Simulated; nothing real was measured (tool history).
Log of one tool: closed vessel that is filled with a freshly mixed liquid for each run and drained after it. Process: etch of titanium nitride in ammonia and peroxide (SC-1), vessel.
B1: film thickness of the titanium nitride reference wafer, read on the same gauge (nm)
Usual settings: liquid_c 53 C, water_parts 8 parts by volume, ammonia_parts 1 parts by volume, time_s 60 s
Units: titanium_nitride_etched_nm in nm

{"run": 1, "hour": 0.0, "liquid_c": 53, "water_parts": 8, "ammonia_parts": 1, "time_s": 60, "B1": 109.97, "titanium_nitride_etched_nm": 8.22}
{"run": 2, "hour": 12.2, "liquid_c": 53, "water_parts": 8, "ammonia_parts": 1, "time_s": 60, "B1": 110.02, "titanium_nitride_etched_nm": 8.18}
{"run": 3, "hour": 27.6, "liquid_c": 53, "water_parts": 8, "ammonia_parts": 1, "time_s": 60, "B1": 110, "titanium_nitride_etched_nm": 8.18}
{"run": 4, "hour": 38.6, "liquid_c": 53, "water_parts": 8, "ammonia_parts": 1, "time_s": 60, "B1": 109.97, "titanium_nitride_etched_nm": 8.17}
{"run": 5, "hour": 52.5, "liquid_c": 53, "water_parts": 8, "ammonia_parts": 1, "time_s": 60, "B1": 109.99, "titanium_nitride_etched_nm": 8.16}
{"run": 6, "hour": 64.6, "liquid_c": 53, "water_parts": 8, "ammonia_parts": 1, "time_s": 60, "B1": 109.99, "titanium_nitride_etched_nm": 8.13}
{"run": 7, "hour": 79.0, "liquid_c": 53, "water_parts": 8, "ammonia_parts": 1, "time_s": 60, "B1": 110.01, "titanium_nitride_etched_nm": 8.15}
{"hour": 91.0, "done": "gauge calibrated"}
{"run": 8, "hour": 96.7, "liquid_c": 53, "water_parts": 8, "ammonia_parts": 1.2, "time_s": 60, "B1": 110.01, "titanium_nitride_etched_nm": 8.37}
{"run": 9, "hour": 114.4, "liquid_c": 53, "water_parts": 8, "ammonia_parts": 1.2, "time_s": 60, "B1": 110.01, "titanium_nitride_etched_nm": 8.35}
{"hour": 121.1, "done": "ammonia flow meter replaced"}
{"run": 10, "hour": 121.6, "liquid_c": 53, "water_parts": 8, "ammonia_parts": 1, "time_s": 60, "B1": 110, "titanium_nitride_etched_nm": 8.27}
{"run": 11, "hour": 127.8, "liquid_c": 53, "water_parts": 8, "ammonia_parts": 1, "time_s": 60, "B1": 110.02, "titanium_nitride_etched_nm": 8.26}
{"run": 12, "hour": 137.7, "liquid_c": 45, "water_parts": 8, "ammonia_parts": 1, "time_s": 60, "B1": 110.01, "titanium_nitride_etched_nm": 4.69}
{"hour": 145.5, "done": "new drum of ammonia solution connected"}
{"run": 13, "hour": 149.7, "liquid_c": 45, "water_parts": 8, "ammonia_parts": 1, "time_s": 60, "B1": 109.98, "titanium_nitride_etched_nm": 4.68}
{"run": 14, "hour": 157.8, "liquid_c": 53, "water_parts": 8, "ammonia_parts": 0.5, "time_s": 60, "B1": 110.01, "titanium_nitride_etched_nm": 7.37}
{"run": 15, "hour": 174.1, "liquid_c": 50, "water_parts": 8, "ammonia_parts": 1, "time_s": 60, "B1": 110.01, "titanium_nitride_etched_nm": 6.7}
{"run": 16, "hour": 189.9, "liquid_c": 45, "water_parts": 8, "ammonia_parts": 1, "time_s": 60, "B1": 110.02, "titanium_nitride_etched_nm": 4.67}
{"run": 17, "hour": 203.3, "liquid_c": 47, "water_parts": 12, "ammonia_parts": 1.2, "time_s": 40, "B1": 110.02, "titanium_nitride_etched_nm": 3.02}
{"run": 18, "hour": 218.5, "liquid_c": 62.5, "water_parts": 5, "ammonia_parts": 1.2, "time_s": 75, "B1": 109.99, "titanium_nitride_etched_nm": 24.61}
{"hour": 229.2, "done": "thermometer replaced"}
{"run": 19, "hour": 229.7, "liquid_c": 53, "water_parts": 10, "ammonia_parts": 1, "time_s": 60, "B1": 109.99, "titanium_nitride_etched_nm": 8.17}
{"run": 20, "hour": 244.4, "liquid_c": 53, "water_parts": 8, "ammonia_parts": 1, "time_s": 60, "B1": 109.99, "titanium_nitride_etched_nm": 9.08}
{"run": 21, "hour": 254.2, "liquid_c": 53, "water_parts": 8, "ammonia_parts": 1, "time_s": 60, "B1": 110.02, "titanium_nitride_etched_nm": 9.06}
{"run": 22, "hour": 262.1, "liquid_c": 53, "water_parts": 8, "ammonia_parts": 0.5, "time_s": 45, "B1": 109.95, "titanium_nitride_etched_nm": 6.08}
{"run": 23, "hour": 277.9, "liquid_c": 57.5, "water_parts": 8, "ammonia_parts": 1, "time_s": 60, "B1": 109.99, "titanium_nitride_etched_nm": 12.27}
{"run": 24, "hour": 288.4, "liquid_c": 56, "water_parts": 6, "ammonia_parts": 0.65, "time_s": 60, "B1": 109.98, "titanium_nitride_etched_nm": 11.95}
{"run": 25, "hour": 294.6, "liquid_c": 53, "water_parts": 8, "ammonia_parts": 1, "time_s": 60, "B1": 109.99, "titanium_nitride_etched_nm": 9.07}
{"run": 26, "hour": 301.9, "liquid_c": 53, "water_parts": 8, "ammonia_parts": 1, "time_s": 60, "B1": 109.99, "titanium_nitride_etched_nm": 9.03}
{"run": 27, "hour": 312.8, "liquid_c": 43, "water_parts": 5, "ammonia_parts": 1, "time_s": 60, "B1": 109.99, "titanium_nitride_etched_nm": 5.54}

Forecast each of these 5 alternatives for the next run:
{"run": "A", "hour": 313.5, "liquid_c": 53, "water_parts": 11, "ammonia_parts": 1, "time_s": 60, "B1": "?", "titanium_nitride_etched_nm": "?"}
{"run": "B", "hour": 313.5, "liquid_c": 53, "water_parts": 8, "ammonia_parts": 1, "time_s": 70, "B1": "?", "titanium_nitride_etched_nm": "?"}
{"run": "C", "hour": 313.5, "liquid_c": 53, "water_parts": 8, "ammonia_parts": 0.7, "time_s": 60, "B1": "?", "titanium_nitride_etched_nm": "?"}
{"run": "D", "hour": 313.5, "liquid_c": 53, "water_parts": 6.5, "ammonia_parts": 1, "time_s": 70, "B1": "?", "titanium_nitride_etched_nm": "?"}
{"run": "E", "hour": 313.5, "liquid_c": 43.5, "water_parts": 8, "ammonia_parts": 1, "time_s": 60, "B1": "?", "titanium_nitride_etched_nm": "?"}

run=A B1=110.01 titanium_nitride_etched_nm=7.74
run=B B1=110.01 titanium_nitride_etched_nm=10.58
run=C B1=110.01 titanium_nitride_etched_nm=8.59
run=D B1=110.01 titanium_nitride_etched_nm=11.66
run=E B1=110.01 titanium_nitride_etched_nm=4.64
Without the tool's hidden state the same runs would have given:
run=A titanium_nitride_etched_nm=7.84
run=B titanium_nitride_etched_nm=10.7
run=C titanium_nitride_etched_nm=8.7
run=D titanium_nitride_etched_nm=11.8
run=E titanium_nitride_etched_nm=4.7
